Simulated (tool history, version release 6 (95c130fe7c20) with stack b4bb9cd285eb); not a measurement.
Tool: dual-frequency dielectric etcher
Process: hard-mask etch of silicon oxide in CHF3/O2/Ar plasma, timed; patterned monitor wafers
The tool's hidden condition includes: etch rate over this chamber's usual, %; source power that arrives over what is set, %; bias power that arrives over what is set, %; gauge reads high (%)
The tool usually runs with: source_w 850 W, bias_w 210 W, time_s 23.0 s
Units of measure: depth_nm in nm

run   hour  source_w  bias_w  time_s  wafers since the last listed run  hours since the last wet clean  hours since the last source power generator calibration  hours since the last bias power generator calibration  hours since the last upper electrode change  hours since the gauge calibration  read-back reference wafer on the same gauge, depth_nm  depth_nm
  1    0.0       850     210    27.0                                 0                           452.6                                                   3968.1                                                 3665.3                                       4567.3                              151.8                                                   61.5      67.2
      10.1  -- bias power generator calibrated
  2   10.6       850     210    27.0                               108                           463.2                                                   3978.7                                                    0.5                                       4577.9                              162.4                                                   61.5      67.1
  3   15.0       850     210    23.0                                72                           467.6                                                   3983.1                                                    4.9                                       4582.3                              166.8                                                   61.5      57.1
  4   25.1       850     210    23.0                               165                           477.7                                                   3993.2                                                   15.0                                       4592.4                              176.9                                                   61.5      57.3
      55.3  -- wet clean of the chamber
      66.1  -- upper electrode replaced
  5   66.6       850     210    23.0                               109                            11.3                                                   4034.7                                                   56.5                                          0.5                              218.4                                                   61.5      56.8
  6   67.0       850     210    19.0                                 6                            11.7                                                   4035.1                                                   56.9                                          0.9                              218.8                                                   61.5      46.8
  7   67.3       850     210    19.5                                 4                            12.0                                                   4035.4                                                   57.2                                          1.2                              219.1                                                   61.5      47.9
  8   72.4      1010     210    25.5                                83                            17.1                                                   4040.5                                                   62.3                                          6.3                              224.2                                                   61.5      66.9
  9   83.4       850     188    23.0                               180                            28.1                                                   4051.5                                                   73.3                                         17.3                              235.2                                                   61.5      54.8
 10  106.1       690     180    23.0                               373                            50.8                                                   4074.2                                                   96.0                                         40.0                              257.9                                                   61.5      50.3
 11  115.1       700     210    19.0                               147                            59.8                                                   4083.2                                                  105.0                                         49.0                              266.9                                                   61.5      43.8
 12  122.4       980     210    16.5                               119                            67.1                                                   4090.5                                                  112.3                                         56.3                              274.2                                                   61.5      42.6
 13  136.4       850     261    23.0                               230                            81.1                                                   4104.5                                                  126.3                                         70.3                              288.2                                                   61.5      60.1
     160.2  -- gauge calibrated
     162.5  -- wet clean of the chamber, repeated, since the last time left the tool worse
 14  163.0       850     210    23.0                                42                             0.5                                                   4131.1                                                  152.9                                         96.9                                2.8                                                   61.5      57.8
 15  163.3      1010     210    27.0                                 4                             0.8                                                   4131.4                                                  153.2                                         97.2                                3.1                                                   61.5      72.2
 16  169.5       720     187    21.0                               101                             7.0                                                   4137.6                                                  159.4                                        103.4                                9.3                                                   61.5      48.3
     177.6  -- source power generator calibrated
 17  181.9       780     241    23.0                               138                            19.4                                                      4.3                                                  171.8                                        115.8                               21.7                                                   61.5      58.0
 18  199.9       850     196    23.0                               295                            37.4                                                     22.3                                                  189.8                                        133.8                               39.7                                                   61.5      56.7
 19  208.0       850     210    23.0                               133                            45.5                                                     30.4                                                  197.9                                        141.9                               47.8                                                   61.5      57.9
 20  219.1      1060     259    28.0                               182                            56.6                                                     41.5                                                  209.0                                        153.0                               58.9                                                   61.5      81.1

Estimate the outcome of run 21 from the log above:
 21  228.1       920     160    23.0                               147                            65.6                                                     50.5                                                  218.0                                        162.0                               67.9                                                      ?         ?

read-back reference wafer on the same gauge, depth_nm: 61.5
depth_nm: 55.2 nm
Minus the tool's unlogged condition, the same run would have read depth_nm 55.2 nm.
